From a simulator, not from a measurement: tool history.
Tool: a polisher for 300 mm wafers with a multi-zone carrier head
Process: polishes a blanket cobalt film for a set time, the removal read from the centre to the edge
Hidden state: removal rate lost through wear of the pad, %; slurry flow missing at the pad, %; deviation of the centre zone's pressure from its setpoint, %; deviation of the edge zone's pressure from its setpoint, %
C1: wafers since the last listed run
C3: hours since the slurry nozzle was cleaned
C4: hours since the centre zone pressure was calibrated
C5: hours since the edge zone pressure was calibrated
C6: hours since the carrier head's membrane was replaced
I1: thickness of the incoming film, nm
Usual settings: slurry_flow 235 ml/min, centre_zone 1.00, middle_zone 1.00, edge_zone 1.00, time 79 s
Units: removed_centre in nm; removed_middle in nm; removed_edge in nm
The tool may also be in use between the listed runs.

run 1 day=0.000 | slurry_flow=260 centre_zone=1.00 middle_zone=0.95 edge_zone=1.00 time=79 | C1=0 wafers_polished_on_this_pad=556 C3=75.6 C4=325.3 C5=752.0 C6=569.9 | I1=1567.7 | removed_centre=319.9 removed_middle=301.6 removed_edge=312.5
run 2 day=4.067 | slurry_flow=235 centre_zone=1.00 middle_zone=1.00 edge_zone=1.00 time=79 | C1=601 wafers_polished_on_this_pad=1157 C3=173.2 C4=422.9 C5=849.6 C6=667.5 | I1=1589.5 | removed_centre=311.8 removed_middle=309.0 removed_edge=310.4
run 3 day=6.133 | slurry_flow=235 centre_zone=1.00 middle_zone=1.00 edge_zone=1.00 time=79 | C1=305 wafers_polished_on_this_pad=1463 C3=222.8 C4=472.5 C5=899.2 C6=717.1 | I1=1600.0 | removed_centre=320.0 removed_middle=307.3 removed_edge=312.4
run 4 day=8.375 | slurry_flow=260 centre_zone=1.05 middle_zone=0.89 edge_zone=1.00 time=69 | C1=331 wafers_polished_on_this_pad=1794 C3=276.6 C4=526.3 C5=953.0 C6=770.9 | I1=1591.3 | removed_centre=291.9 removed_middle=247.4 removed_edge=278.4
run 5 day=12.854 | slurry_flow=235 centre_zone=1.00 middle_zone=1.00 edge_zone=1.00 time=79 | C1=662 wafers_polished_on_this_pad=2456 C3=384.1 C4=633.8 C5=1060.5 C6=878.4 | I1=1597.6 | removed_centre=318.5 removed_middle=312.5 removed_edge=311.0
run 6 day=16.533 | slurry_flow=235 centre_zone=1.00 middle_zone=1.00 edge_zone=1.00 time=79 | C1=543 wafers_polished_on_this_pad=3000 C3=472.4 C4=722.1 C5=1148.8 C6=966.7 | I1=1575.5 | removed_centre=325.0 removed_middle=311.2 removed_edge=317.2
run 7 day=19.046 | slurry_flow=235 centre_zone=1.00 middle_zone=1.07 edge_zone=1.00 time=79 | C1=371 wafers_polished_on_this_pad=3371 C3=532.7 C4=782.4 C5=1209.1 C6=1027.0 | I1=1574.8 | removed_centre=318.6 removed_middle=324.7 removed_edge=306.1
-- day=20.946 carrier head's membrane replaced by a new one
-- day=22.142 worn pad replaced by a new one
run 8 day=23.233 | slurry_flow=235 centre_zone=1.00 middle_zone=1.00 edge_zone=1.00 time=79 | C1=563 wafers_polished_on_this_pad=161 C3=633.2 C4=882.9 C5=1309.6 C6=54.9 | I1=1613.4 | removed_centre=329.8 removed_middle=312.7 removed_edge=312.6
-- day=23.567 slurry nozzle cleaned
-- day=24.038 edge zone pressure recalibrated
run 9 day=27.062 | slurry_flow=205 centre_zone=1.06 middle_zone=1.10 edge_zone=1.00 time=79 | C1=547 wafers_polished_on_this_pad=708 C3=83.9 C4=974.8 C5=72.6 C6=146.8 | I1=1595.2 | removed_centre=344.8 removed_middle=323.9 removed_edge=301.1
run 10 day=30.117 | slurry_flow=235 centre_zone=0.89 middle_zone=1.03 edge_zone=1.05 time=63 | C1=451 wafers_polished_on_this_pad=1160 C3=157.2 C4=1048.1 C5=145.9 C6=220.1 | I1=1581.1 | removed_centre=239.6 removed_middle=253.8 removed_edge=250.5
run 11 day=31.971 | slurry_flow=235 centre_zone=1.00 middle_zone=0.93 edge_zone=1.00 time=79 | C1=274 wafers_polished_on_this_pad=1434 C3=201.7 C4=1092.6 C5=190.4 C6=264.6 | I1=1579.7 | removed_centre=334.1 removed_middle=290.6 removed_edge=309.3
run 12 day=36.275 | slurry_flow=235 centre_zone=1.00 middle_zone=0.88 edge_zone=1.00 time=79 | C1=636 wafers_polished_on_this_pad=2070 C3=305.0 C4=1195.9 C5=293.7 C6=367.9 | I1=1595.3 | removed_centre=335.6 removed_middle=274.9 removed_edge=306.3
run 13 day=39.392 | slurry_flow=180 centre_zone=1.00 middle_zone=1.00 edge_zone=1.00 time=61 | C1=460 wafers_polished_on_this_pad=2531 C3=379.8 C4=1270.7 C5=368.5 C6=442.7 | I1=1584.2 | removed_centre=246.6 removed_middle=228.9 removed_edge=229.4
-- day=40.150 centre zone pressure recalibrated
run 14 day=43.379 | slurry_flow=315 centre_zone=1.12 middle_zone=0.96 edge_zone=0.90 time=79 | C1=577 wafers_polished_on_this_pad=3108 C3=475.5 C4=77.5 C5=464.2 C6=538.4 | I1=1578.5 | removed_centre=360.7 removed_middle=308.6 removed_edge=304.5
run 15 day=46.888 | slurry_flow=235 centre_zone=1.04 middle_zone=1.00 edge_zone=1.00 time=79 | C1=518 wafers_polished_on_this_pad=3627 C3=559.7 C4=161.7 C5=548.4 C6=622.6 | I1=1608.6 | removed_centre=322.5 removed_middle=306.8 removed_edge=311.8
-- day=47.521 worn pad replaced by a new one
-- day=47.862 slurry nozzle cleaned
run 16 day=49.525 | slurry_flow=235 centre_zone=1.00 middle_zone=0.92 edge_zone=0.96 time=79 | C1=359 wafers_polished_on_this_pad=290 C3=39.9 C4=225.0 C5=611.7 C6=685.9 | I1=1597.2 | removed_centre=313.4 removed_middle=293.3 removed_edge=304.7
run 17 day=52.271 | slurry_flow=235 centre_zone=1.00 middle_zone=1.09 edge_zone=1.00 time=79 | C1=405 wafers_polished_on_this_pad=696 C3=105.8 C4=290.9 C5=677.6 C6=751.8 | I1=1563.0 | removed_centre=314.3 removed_middle=331.6 removed_edge=310.6
run 18 day=55.038 | slurry_flow=235 centre_zone=1.00 middle_zone=1.00 edge_zone=1.00 time=79 | C1=408 wafers_polished_on_this_pad=1105 C3=172.2 C4=357.3 C5=744.0 C6=818.2 | I1=1570.8 | removed_centre=315.6 removed_middle=305.7 removed_edge=312.5
run 19 day=57.717 | slurry_flow=275 centre_zone=1.07 middle_zone=1.00 edge_zone=0.89 time=67 | C1=396 wafers_polished_on_this_pad=1501 C3=236.5 C4=421.6 C5=808.3 C6=882.5 | I1=1585.1 | removed_centre=292.6 removed_middle=268.7 removed_edge=252.8
run 20 day=61.900 | slurry_flow=185 centre_zone=0.88 middle_zone=0.97 edge_zone=1.00 time=98 | C1=618 wafers_polished_on_this_pad=2119 C3=336.9 C4=522.0 C5=908.7 C6=982.9 | I1=1563.3 | removed_centre=324.6 removed_middle=358.5 removed_edge=368.8
run 21 day=66.212 | slurry_flow=185 centre_zone=0.88 middle_zone=0.97 edge_zone=1.00 time=98 | C1=637 wafers_polished_on_this_pad=2756 C3=440.4 C4=625.5 C5=1012.2 C6=1086.4 | I1=1580.6 | removed_centre=339.0 removed_middle=358.3 removed_edge=374.4
-- day=67.438 carrier head's membrane replaced by a new one
run 22 day=68.033 | slurry_flow=210 centre_zone=0.93 middle_zone=1.00 edge_zone=1.00 time=79 | C1=238 wafers_polished_on_this_pad=2995 C3=484.1 C4=669.2 C5=1055.9 C6=14.3 | I1=1584.0 | removed_centre=292.6 removed_middle=302.6 removed_edge=302.3

Some steps in removed_centre between neighbouring runs. How much of each would the tool show without its hidden state too (settings, what came in, random variation), and how much is left for the hidden state, with any gauge scatter that isn't in both results?
Run 9 -> 10: slurry_flow 205 -> 235, centre_zone 1.06 -> 0.89, middle_zone 1.10 -> 1.03, edge_zone 1.00 -> 1.05, time 79 -> 63. removed_centre -105.2 nm: hidden state -3.8, all else -101.4.
Run 10 -> 11: centre_zone 0.89 -> 1.00, middle_zone 1.03 -> 0.93, edge_zone 1.05 -> 1.00, time 63 -> 79. removed_centre +94.5 nm: hidden state +7.4, all else +87.1.
Run 13 -> 14: slurry_flow 180 -> 315, centre_zone 1.00 -> 1.12, middle_zone 1.00 -> 0.96, edge_zone 1.00 -> 0.90, time 61 -> 79, centre zone pressure recalibrated. removed_centre +114.1 nm: hidden state -20.2, all else +134.3.
